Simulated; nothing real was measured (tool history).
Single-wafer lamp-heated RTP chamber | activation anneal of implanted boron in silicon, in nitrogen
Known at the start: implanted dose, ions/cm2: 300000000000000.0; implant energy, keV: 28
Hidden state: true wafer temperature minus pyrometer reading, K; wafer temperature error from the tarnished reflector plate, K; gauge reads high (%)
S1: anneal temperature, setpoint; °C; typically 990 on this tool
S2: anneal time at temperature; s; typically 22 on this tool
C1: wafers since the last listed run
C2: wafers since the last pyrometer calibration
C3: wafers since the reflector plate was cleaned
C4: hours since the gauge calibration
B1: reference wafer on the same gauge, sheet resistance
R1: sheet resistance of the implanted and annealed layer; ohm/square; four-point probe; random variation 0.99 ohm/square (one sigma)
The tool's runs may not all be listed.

run   hour    S1  S2   C1    C2    C3     C4      B1      R1
  1    0.0   990  22    0  1882  1702  263.9  358.84  320.79
  2   13.1   969  28  171  2053  1873  277.0  358.65  337.73
  3   20.3   969  28   94  2147  1967  284.2  359.20  337.26
      21.7  -- gauge calibrated
  4   26.5   971  22   80  2228  2048    4.8  359.08  336.19
  5   37.2   971  22  139  2368  2188   15.5  358.80  338.09
  6   50.8   990  22  177  2545  2366   29.1  359.22  318.83
  7   67.0   990  22  211  2757  2577   45.3  359.12  320.23
  8   75.2   990  22  107  2864  2684   53.5  359.02  319.72
  9   83.4   990  22  107  2971  2791   61.7  359.02  320.31
 10   94.3   990  22  142  3114  2934   72.6  358.63  319.05
 11  110.6   999  22  212  3327  3147   88.9  359.25  314.39
 12  117.3   999  22   87  3414  3234   95.6  359.32  314.91
 13  128.4   990  22  144  3559  3379  106.7  358.80  320.24
 14  137.8   990  22  122  3682  3502  116.1  358.93  319.25
 15  153.4   990  22  203  3886  3706  131.7  359.18  318.25
 16  168.8   981  10  201  4087  3907  147.1  359.16  327.84
 17  176.4   990  22   99  4186  4006  154.7  359.02  318.49
 18  191.8   967  12  201  4387  4207  170.1  358.76  339.32
 19  203.7  1003  27  155  4543  4363  182.0  358.62  311.07
 20  211.4  1010  12  100  4643  4464  189.7  359.32  313.64
     227.8  -- pyrometer window cleaned and pyrometer calibrated
 21  228.3   990  22  116     6  4580  206.6  359.29  320.15
 22  240.2   990  22  155   161  4735  218.5  358.97  322.14
 23  250.0  1019  22  128   289  4863  228.3  359.11  312.45
 24  265.6   990  27  203   493  5067  243.9  358.77  319.41
 25  283.4   961  18  232   725  5300  261.7  359.04  364.66
     288.4  -- gauge calibrated
     293.1  -- reflector plate cleaned
 26  298.2   990  22   88   814    66    9.8  359.14  320.24
 27  314.1   990  10  207  1022   274   25.7  358.87  327.70
 28  326.6   970  17  163  1185   437   38.2  358.81  346.30
 29  336.0  1005  27  122  1308   560   47.6  359.16  315.84
 30  351.7   990  22  205  1513   765   63.3  359.20  320.75
 31  366.5   990  22  193  1706   958   78.1  359.26  321.42
 32  381.2  1009  33  192  1898  1150   92.8  358.98  313.12
 33  396.3   990  34  197  2096  1348  107.9  359.21  318.30
 34  412.0   990  22  205  2301  1553  123.6  359.05  320.64
 35  422.2   980  29  133  2434  1686  133.8  359.01  325.83
 36  440.1   990  22  233  2668  1920  151.7  358.82  320.22

Take each entry between the runs: how does the hidden state at the last listed run before it differ from the hidden state at the first listed run after it?
In the gap between runs 3 and 4: gauge calibrated (hour 21.7)
  true wafer temperature minus pyrometer reading, K: 2.9 -> 3.07
  difference, measured minus the result without the unlogged condition, R1: -4.16 -> -4.47 ohm/square
In the gap between runs 20 and 21: pyrometer window cleaned and pyrometer calibrated (hour 227.8)
  true wafer temperature minus pyrometer reading, K: 10.6 -> 0.363
  difference, measured minus the result without the unlogged condition, R1: -2.29 -> -0.24 ohm/square
In the gap between runs 25 and 26: gauge calibrated (hour 288.4); reflector plate cleaned (hour 293.1)
  true wafer temperature minus pyrometer reading, K: 0.596 -> 0.737
  difference, measured minus the result without the unlogged condition, R1: -1.47 -> -0.48 ohm/square

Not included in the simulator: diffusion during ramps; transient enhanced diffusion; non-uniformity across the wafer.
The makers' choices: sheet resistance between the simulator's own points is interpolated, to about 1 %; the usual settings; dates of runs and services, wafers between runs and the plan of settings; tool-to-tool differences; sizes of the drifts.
